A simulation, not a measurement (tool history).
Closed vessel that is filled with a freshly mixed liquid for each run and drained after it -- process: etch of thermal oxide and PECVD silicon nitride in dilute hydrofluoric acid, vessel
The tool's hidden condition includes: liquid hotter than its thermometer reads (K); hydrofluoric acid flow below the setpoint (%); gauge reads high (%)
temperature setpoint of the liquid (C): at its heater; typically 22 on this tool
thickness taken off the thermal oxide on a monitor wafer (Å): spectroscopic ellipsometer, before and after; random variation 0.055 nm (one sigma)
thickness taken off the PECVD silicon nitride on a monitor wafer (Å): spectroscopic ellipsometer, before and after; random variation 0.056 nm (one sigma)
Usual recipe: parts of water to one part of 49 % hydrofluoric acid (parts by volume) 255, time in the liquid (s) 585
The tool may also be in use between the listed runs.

run	hour	temperature setpoint of the liquid (C)	parts of water to one part of 49 % hydrofluoric acid (parts by volume)	time in the liquid (s)	wafers since the last listed run	hours since the thermometer was replaced	hours since the hydrofluoric acid flow meter was replaced	hours since the gauge calibration	read-back film thickness of the thermal oxide reference wafer, read on the same gauge (nm)	read-back film thickness of the PECVD silicon nitride reference wafer, read on the same gauge (nm)	thickness taken off the thermal oxide on a monitor wafer (Å)	thickness taken off the PECVD silicon nitride on a monitor wafer (Å)
1	0	22	255	585	0	829.1	1096.7	49.2	80	139.99	80.9	80.3
2	30.9	18.5	255	585	2399	860	1127.6	80.1	80	140	72	63.8
3	66.5	18.5	255	585	2764	895.6	1163.2	115.7	79.99	140.01	71.9	63
4	91	18.5	255	585	1902	920.1	1187.7	140.2	80	139.99	70.7	63.8
5	141.2	22	255	365	3897	970.3	1237.9	190.4	80.02	139.98	50.5	49.7
6	197.1	22	255	365	4340	1026.2	1293.8	246.3	79.99	140	50.2	49.9
7	222.8	22	255	365	1995	1051.9	1319.5	272	80	139.98	50.3	49.4
8	293.6	22	255	585	5497	1122.7	1390.3	342.8	80.01	140	81.7	78.8
9	350.9	22	255	585	4448	1180	1447.6	400.1	80	140.01	81.3	80.2
10	388.1	22	355	445	2888	1217.2	1484.8	437.3	80	139.98	40.6	43.9
# hour 390.6: thermometer replaced
11	451.6	25	255	255	4852	61	1548.3	500.8	80	140	39.8	41.7
12	519.2	22	255	365	5248	128.6	1615.9	568.4	79.98	139.99	51	50
13	554.4	22	195	585	2733	163.8	1651.1	603.6	79.99	139.99	111.4	103.7
# hour 599.5: hydrofluoric acid flow meter replaced
14	618.4	17.5	170	585	4891	227.8	18.9	667.6	80	140.01	111.4	88.6
# hour 625.6: gauge calibrated
15	683.6	20	255	780	5062	293	84.1	58	80.02	140.02	99.7	93.5
16	837.8	26.5	220	760	11972	447.2	238.3	212.2	80.03	140.01	149.6	157.7
17	864.2	22	255	470	2049	473.6	264.7	238.6	80.01	139.99	65.7	63.4
18	893.9	22	355	315	2305	503.3	294.4	268.3	80.02	140	28.5	30.8

Here are 5 independent what-if runs from the current tool condition. What would each one return?
A	894.7	22	255	585	62	504.1	295.2	269.1	?	?	?	?
B	894.7	24.5	350	845	62	504.1	295.2	269.1	?	?	?	?
C	894.7	18.5	135	435	62	504.1	295.2	269.1	?	?	?	?
D	894.7	17.5	325	325	62	504.1	295.2	269.1	?	?	?	?
E	894.7	18	300	585	62	504.1	295.2	269.1	?	?	?	?

run	read-back film thickness of the thermal oxide reference wafer, read on the same gauge (nm)	read-back film thickness of the PECVD silicon nitride reference wafer, read on the same gauge (nm)	thickness taken off the thermal oxide on a monitor wafer (Å)	thickness taken off the PECVD silicon nitride on a monitor wafer (Å)
A	80	140	81.6	80.5
B	80	140	85.6	99.3
C	80	140	112.7	88.4
D	80	140	28.3	26.6
E	80	140	57.4	53.3
Had the tool no hidden state, the same runs would have come out as:
run	thickness taken off the thermal oxide on a monitor wafer (Å)	thickness taken off the PECVD silicon nitride on a monitor wafer (Å)
A	81.6	80.5
B	85.6	99.3
C	112.7	88.4
D	28.3	26.6
E	57.4	53.3
